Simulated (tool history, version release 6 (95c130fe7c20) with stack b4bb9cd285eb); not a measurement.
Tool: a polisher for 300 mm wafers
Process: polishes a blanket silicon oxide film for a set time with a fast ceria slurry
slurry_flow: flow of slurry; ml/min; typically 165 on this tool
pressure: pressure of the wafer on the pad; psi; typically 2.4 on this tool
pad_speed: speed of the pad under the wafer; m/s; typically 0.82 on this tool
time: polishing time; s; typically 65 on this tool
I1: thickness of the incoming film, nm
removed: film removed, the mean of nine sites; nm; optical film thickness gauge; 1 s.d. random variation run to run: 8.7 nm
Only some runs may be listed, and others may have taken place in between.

run 1 hour=0 | slurry_flow=165 pressure=2.4 pad_speed=0.82 time=78 | I1=1991.3 | removed=829.7
run 2 hour=17.6 | slurry_flow=165 pressure=2.4 pad_speed=0.82 time=78 | I1=2009.5 | removed=821.6
run 3 hour=26 | slurry_flow=165 pressure=2.4 pad_speed=0.82 time=65 | I1=2010.9 | removed=673.3
run 4 hour=36.1 | slurry_flow=165 pressure=2.4 pad_speed=0.82 time=65 | I1=1973.8 | removed=674.3
run 5 hour=52.8 | slurry_flow=165 pressure=2.4 pad_speed=0.82 time=65 | I1=2005.2 | removed=658.3
-- hour=58.5 worn pad replaced by a new one
run 6 hour=70.8 | slurry_flow=165 pressure=2.4 pad_speed=0.82 time=65 | I1=2031.1 | removed=694.7
run 7 hour=93 | slurry_flow=165 pressure=2.4 pad_speed=0.82 time=73 | I1=1994.8 | removed=791
run 8 hour=133 | slurry_flow=165 pressure=2.4 pad_speed=0.82 time=73 | I1=1970.2 | removed=772
run 9 hour=146.3 | slurry_flow=165 pressure=2.4 pad_speed=0.82 time=65 | I1=2000.3 | removed=667.9
run 10 hour=162.9 | slurry_flow=165 pressure=2.4 pad_speed=0.82 time=65 | I1=2000.9 | removed=662.2
run 11 hour=176.8 | slurry_flow=165 pressure=2.4 pad_speed=0.82 time=65 | I1=2002.8 | removed=658
-- hour=178.9 head pressure recalibrated
run 12 hour=187.1 | slurry_flow=165 pressure=2.4 pad_speed=1.02 time=65 | I1=1984.2 | removed=803.2
-- hour=199.4 slurry nozzle cleaned
run 13 hour=203 | slurry_flow=125 pressure=1.7 pad_speed=0.82 time=81 | I1=2006 | removed=600.3
-- hour=211.6 worn pad replaced by a new one
run 14 hour=214.6 | slurry_flow=205 pressure=3.2 pad_speed=0.82 time=56 | I1=1998.2 | removed=930.7
run 15 hour=224.9 | slurry_flow=165 pressure=2.4 pad_speed=0.7 time=65 | I1=1968.3 | removed=676.7
run 16 hour=241.6 | slurry_flow=165 pressure=3.1 pad_speed=0.82 time=65 | I1=2003.1 | removed=992.5
run 17 hour=257.3 | slurry_flow=115 pressure=2.4 pad_speed=0.54 time=65 | I1=1976.9 | removed=456.1
run 18 hour=264.8 | slurry_flow=165 pressure=1.7 pad_speed=0.82 time=65 | I1=2003.5 | removed=541.6
run 19 hour=271.4 | slurry_flow=120 pressure=2.8 pad_speed=0.64 time=71 | I1=2016.6 | removed=703.7

Expected results for the next run?
run 20 hour=278.8 | slurry_flow=165 pressure=2.4 pad_speed=0.82 time=78 | I1=1995.4 | removed=?

{"run 20": {"removed": 884.9}}
If the tool had no hidden condition, the same run with the same run-to-run variation would have returned removed 928.2 nm.
